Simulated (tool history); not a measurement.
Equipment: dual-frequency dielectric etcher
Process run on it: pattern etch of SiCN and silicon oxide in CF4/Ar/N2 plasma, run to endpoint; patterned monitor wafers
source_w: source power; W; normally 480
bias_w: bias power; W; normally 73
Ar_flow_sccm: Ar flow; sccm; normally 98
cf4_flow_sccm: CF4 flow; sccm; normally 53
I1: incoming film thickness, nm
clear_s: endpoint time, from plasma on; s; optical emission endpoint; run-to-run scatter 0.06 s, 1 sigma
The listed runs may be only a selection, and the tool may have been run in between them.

{"run": 1, "hour": 0.0, "source_w": 480, "bias_w": 73, "Ar_flow_sccm": 98, "cf4_flow_sccm": 53, "I1": 17.9, "clear_s": 19.8}
{"run": 2, "hour": 17.2, "source_w": 480, "bias_w": 73, "Ar_flow_sccm": 98, "cf4_flow_sccm": 53, "I1": 17.87, "clear_s": 19.7}
{"run": 3, "hour": 30.4, "source_w": 480, "bias_w": 73, "Ar_flow_sccm": 98, "cf4_flow_sccm": 53, "I1": 17.98, "clear_s": 19.8}
{"run": 4, "hour": 45.3, "source_w": 480, "bias_w": 73, "Ar_flow_sccm": 98, "cf4_flow_sccm": 49, "I1": 17.79, "clear_s": 19.9}
{"run": 5, "hour": 63.2, "source_w": 480, "bias_w": 73, "Ar_flow_sccm": 98, "cf4_flow_sccm": 49, "I1": 17.96, "clear_s": 20.1}
{"run": 6, "hour": 79.9, "source_w": 480, "bias_w": 63, "Ar_flow_sccm": 98, "cf4_flow_sccm": 53, "I1": 17.8, "clear_s": 20.3}
{"run": 7, "hour": 95.0, "source_w": 480, "bias_w": 73, "Ar_flow_sccm": 98, "cf4_flow_sccm": 53, "I1": 18.01, "clear_s": 19.7}
{"run": 8, "hour": 106.9, "source_w": 480, "bias_w": 73, "Ar_flow_sccm": 98, "cf4_flow_sccm": 53, "I1": 18.02, "clear_s": 19.9}
{"hour": 114.0, "done": "Ar flow controller replaced"}
{"hour": 124.4, "done": "source power generator calibrated"}
{"hour": 134.1, "done": "wet clean of the chamber"}
{"run": 9, "hour": 134.6, "source_w": 480, "bias_w": 73, "Ar_flow_sccm": 98, "cf4_flow_sccm": 53, "I1": 17.7, "clear_s": 19.5}
{"run": 10, "hour": 135.0, "source_w": 480, "bias_w": 88, "Ar_flow_sccm": 111, "cf4_flow_sccm": 64, "I1": 17.86, "clear_s": 18.4}
{"run": 11, "hour": 142.5, "source_w": 480, "bias_w": 73, "Ar_flow_sccm": 122, "cf4_flow_sccm": 53, "I1": 17.89, "clear_s": 20.3}
{"hour": 154.7, "done": "CF4 flow controller replaced"}
{"run": 12, "hour": 155.2, "source_w": 530, "bias_w": 73, "Ar_flow_sccm": 98, "cf4_flow_sccm": 53, "I1": 18.01, "clear_s": 17.8}
{"run": 13, "hour": 164.7, "source_w": 480, "bias_w": 80, "Ar_flow_sccm": 118, "cf4_flow_sccm": 46, "I1": 18.04, "clear_s": 20.2}
{"run": 14, "hour": 172.9, "source_w": 480, "bias_w": 73, "Ar_flow_sccm": 98, "cf4_flow_sccm": 53, "I1": 17.83, "clear_s": 19.7}
{"hour": 205.9, "done": "bias power generator calibrated"}
{"hour": 205.9, "done": "upper electrode replaced"}
{"run": 15, "hour": 206.4, "source_w": 390, "bias_w": 89, "Ar_flow_sccm": 108, "cf4_flow_sccm": 44, "I1": 17.81, "clear_s": 24.4}
{"run": 16, "hour": 206.7, "source_w": 480, "bias_w": 73, "Ar_flow_sccm": 98, "cf4_flow_sccm": 53, "I1": 17.8, "clear_s": 19.7}
{"run": 17, "hour": 215.3, "source_w": 390, "bias_w": 58, "Ar_flow_sccm": 116, "cf4_flow_sccm": 63, "I1": 17.73, "clear_s": 26.2}
{"run": 18, "hour": 229.9, "source_w": 480, "bias_w": 73, "Ar_flow_sccm": 98, "cf4_flow_sccm": 53, "I1": 18.13, "clear_s": 19.9}
{"run": 19, "hour": 266.1, "source_w": 480, "bias_w": 73, "Ar_flow_sccm": 105, "cf4_flow_sccm": 53, "I1": 17.92, "clear_s": 20.0}

4 options for the next run, each taken on its own from the tool as it stands now. Forecast them:
{"run": "A", "hour": 266.5, "source_w": 480, "bias_w": 73, "Ar_flow_sccm": 98, "cf4_flow_sccm": 53, "I1": 17.87, "clear_s": "?"}
{"run": "B", "hour": 266.5, "source_w": 590, "bias_w": 73, "Ar_flow_sccm": 107, "cf4_flow_sccm": 53, "I1": 17.87, "clear_s": "?"}
{"run": "C", "hour": 266.5, "source_w": 580, "bias_w": 60, "Ar_flow_sccm": 98, "cf4_flow_sccm": 62, "I1": 17.87, "clear_s": "?"}
{"run": "D", "hour": 266.5, "source_w": 550, "bias_w": 62, "Ar_flow_sccm": 98, "cf4_flow_sccm": 53, "I1": 17.87, "clear_s": "?"}

run=A clear_s=19.6
run=B clear_s=15.8
run=C clear_s=16.3
run=D clear_s=17.6
Had the tool no hidden state, the same runs would have come out as:
run=A clear_s=19.6
run=B clear_s=15.8
run=C clear_s=16.3
run=D clear_s=17.6
